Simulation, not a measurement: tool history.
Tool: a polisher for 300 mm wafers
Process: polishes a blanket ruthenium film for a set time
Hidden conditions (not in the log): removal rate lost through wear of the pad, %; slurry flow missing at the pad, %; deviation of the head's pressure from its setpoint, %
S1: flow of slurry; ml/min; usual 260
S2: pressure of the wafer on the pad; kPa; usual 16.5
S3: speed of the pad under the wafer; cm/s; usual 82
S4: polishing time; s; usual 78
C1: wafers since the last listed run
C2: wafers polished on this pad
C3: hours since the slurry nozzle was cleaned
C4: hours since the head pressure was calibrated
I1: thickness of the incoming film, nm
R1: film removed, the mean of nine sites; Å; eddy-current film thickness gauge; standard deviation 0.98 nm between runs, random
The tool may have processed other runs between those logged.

{"run": 1, "hour": 0.0, "S1": 260, "S2": 16.5, "S3": 82, "S4": 70, "C1": 0, "C2": 309, "C3": 437.3, "C4": 287.5, "I1": 461.9, "R1": 834}
{"run": 2, "hour": 13.7, "S1": 260, "S2": 16.5, "S3": 82, "S4": 78, "C1": 122, "C2": 432, "C3": 451.0, "C4": 301.2, "I1": 466.7, "R1": 918}
{"hour": 40.3, "done": "worn pad replaced by a new one"}
{"run": 3, "hour": 46.5, "S1": 260, "S2": 16.5, "S3": 82, "S4": 78, "C1": 257, "C2": 55, "C3": 483.8, "C4": 334.0, "I1": 460.6, "R1": 912}
{"run": 4, "hour": 53.5, "S1": 260, "S2": 20.7, "S3": 82, "S4": 78, "C1": 62, "C2": 118, "C3": 490.8, "C4": 341.0, "I1": 452.3, "R1": 1049}
{"run": 5, "hour": 71.4, "S1": 260, "S2": 20.7, "S3": 82, "S4": 78, "C1": 160, "C2": 278, "C3": 508.7, "C4": 358.9, "I1": 465.7, "R1": 1053}
{"run": 6, "hour": 89.2, "S1": 260, "S2": 16.5, "S3": 82, "S4": 78, "C1": 159, "C2": 437, "C3": 526.5, "C4": 376.7, "I1": 460.9, "R1": 905}
{"run": 7, "hour": 96.1, "S1": 320, "S2": 17.9, "S3": 82, "S4": 78, "C1": 61, "C2": 499, "C3": 533.4, "C4": 383.6, "I1": 461.6, "R1": 991}
{"hour": 111.6, "done": "worn pad replaced by a new one"}
{"run": 8, "hour": 112.0, "S1": 230, "S2": 18.6, "S3": 82, "S4": 78, "C1": 106, "C2": 3, "C3": 549.3, "C4": 399.5, "I1": 454.5, "R1": 929}
{"run": 9, "hour": 122.1, "S1": 230, "S2": 18.6, "S3": 82, "S4": 78, "C1": 90, "C2": 93, "C3": 559.4, "C4": 409.6, "I1": 464.7, "R1": 932}
{"hour": 126.3, "done": "slurry nozzle cleaned"}
{"run": 10, "hour": 131.4, "S1": 260, "S2": 16.5, "S3": 82, "S4": 78, "C1": 74, "C2": 168, "C3": 5.1, "C4": 418.9, "I1": 457.1, "R1": 963}
{"hour": 143.8, "done": "head pressure recalibrated"}
{"run": 11, "hour": 144.3, "S1": 260, "S2": 16.5, "S3": 82, "S4": 78, "C1": 97, "C2": 265, "C3": 18.0, "C4": 0.5, "I1": 459.2, "R1": 976}
{"hour": 181.5, "done": "worn pad replaced by a new one"}
{"run": 12, "hour": 182.0, "S1": 260, "S2": 20.7, "S3": 82, "S4": 95, "C1": 301, "C2": 4, "C3": 55.7, "C4": 38.2, "I1": 458.0, "R1": 1350}
{"run": 13, "hour": 187.6, "S1": 260, "S2": 20.7, "S3": 82, "S4": 95, "C1": 50, "C2": 54, "C3": 61.3, "C4": 43.8, "I1": 456.8, "R1": 1363}
{"run": 14, "hour": 195.2, "S1": 260, "S2": 16.5, "S3": 82, "S4": 92, "C1": 67, "C2": 122, "C3": 68.9, "C4": 51.4, "I1": 451.0, "R1": 1144}
{"run": 15, "hour": 201.3, "S1": 260, "S2": 16.5, "S3": 82, "S4": 78, "C1": 54, "C2": 176, "C3": 75.0, "C4": 57.5, "I1": 462.8, "R1": 963}
{"run": 16, "hour": 216.7, "S1": 260, "S2": 22.1, "S3": 82, "S4": 78, "C1": 137, "C2": 314, "C3": 90.4, "C4": 72.9, "I1": 459.4, "R1": 1176}
{"run": 17, "hour": 226.1, "S1": 260, "S2": 16.5, "S3": 106, "S4": 78, "C1": 84, "C2": 398, "C3": 99.8, "C4": 82.3, "I1": 452.6, "R1": 1229}
{"run": 18, "hour": 233.1, "S1": 260, "S2": 16.5, "S3": 82, "S4": 78, "C1": 62, "C2": 461, "C3": 106.8, "C4": 89.3, "I1": 456.1, "R1": 983}
{"hour": 242.5, "done": "worn pad replaced by a new one"}
{"run": 19, "hour": 246.9, "S1": 260, "S2": 18.6, "S3": 104, "S4": 78, "C1": 87, "C2": 39, "C3": 120.6, "C4": 103.1, "I1": 461.6, "R1": 1311}
{"run": 20, "hour": 257.4, "S1": 260, "S2": 19.3, "S3": 82, "S4": 56, "C1": 93, "C2": 133, "C3": 131.1, "C4": 113.6, "I1": 460.2, "R1": 751}
{"run": 21, "hour": 270.1, "S1": 260, "S2": 14.5, "S3": 82, "S4": 78, "C1": 113, "C2": 246, "C3": 143.8, "C4": 126.3, "I1": 468.0, "R1": 882}
{"run": 22, "hour": 282.6, "S1": 260, "S2": 11.7, "S3": 98, "S4": 95, "C1": 111, "C2": 358, "C3": 156.3, "C4": 138.8, "I1": 462.6, "R1": 1144}
{"run": 23, "hour": 291.8, "S1": 260, "S2": 16.5, "S3": 82, "S4": 78, "C1": 82, "C2": 440, "C3": 165.5, "C4": 148.0, "I1": 463.7, "R1": 962}
{"run": 24, "hour": 299.5, "S1": 260, "S2": 16.5, "S3": 82, "S4": 54, "C1": 68, "C2": 509, "C3": 173.2, "C4": 155.7, "I1": 465.5, "R1": 655}
{"hour": 313.5, "done": "worn pad replaced by a new one"}
{"run": 25, "hour": 314.0, "S1": 205, "S2": 16.5, "S3": 82, "S4": 78, "C1": 93, "C2": 4, "C3": 187.7, "C4": 170.2, "I1": 462.1, "R1": 959}
{"run": 26, "hour": 326.1, "S1": 260, "S2": 16.5, "S3": 82, "S4": 78, "C1": 108, "C2": 112, "C3": 199.8, "C4": 182.3, "I1": 450.1, "R1": 962}

List, for all runs, the conditions of the tool that the log does not record:
removal rate lost through wear of the pad, %: 0 across all the runs
deviation of the head's pressure from its setpoint, %: 0 across all the runs
H1: slurry flow missing at the pad, %
run=1 H1=32.9
run=2 H1=34.9
run=3 H1=39.7
run=4 H1=40.7
run=5 H1=43.6
run=6 H1=46.4
run=7 H1=47.6
run=8 H1=50.3
run=9 H1=52.1
run=10 H1=1.62
run=11 H1=1.67
run=12 H1=2.11
run=13 H1=2.21
run=14 H1=2.36
run=15 H1=2.5
run=16 H1=2.9
run=17 H1=3.18
run=18 H1=3.41
run=19 H1=3.9
run=20 H1=4.32
run=21 H1=4.87
run=22 H1=5.46
run=23 H1=5.92
run=24 H1=6.33
run=25 H1=7.15
run=26 H1=7.89
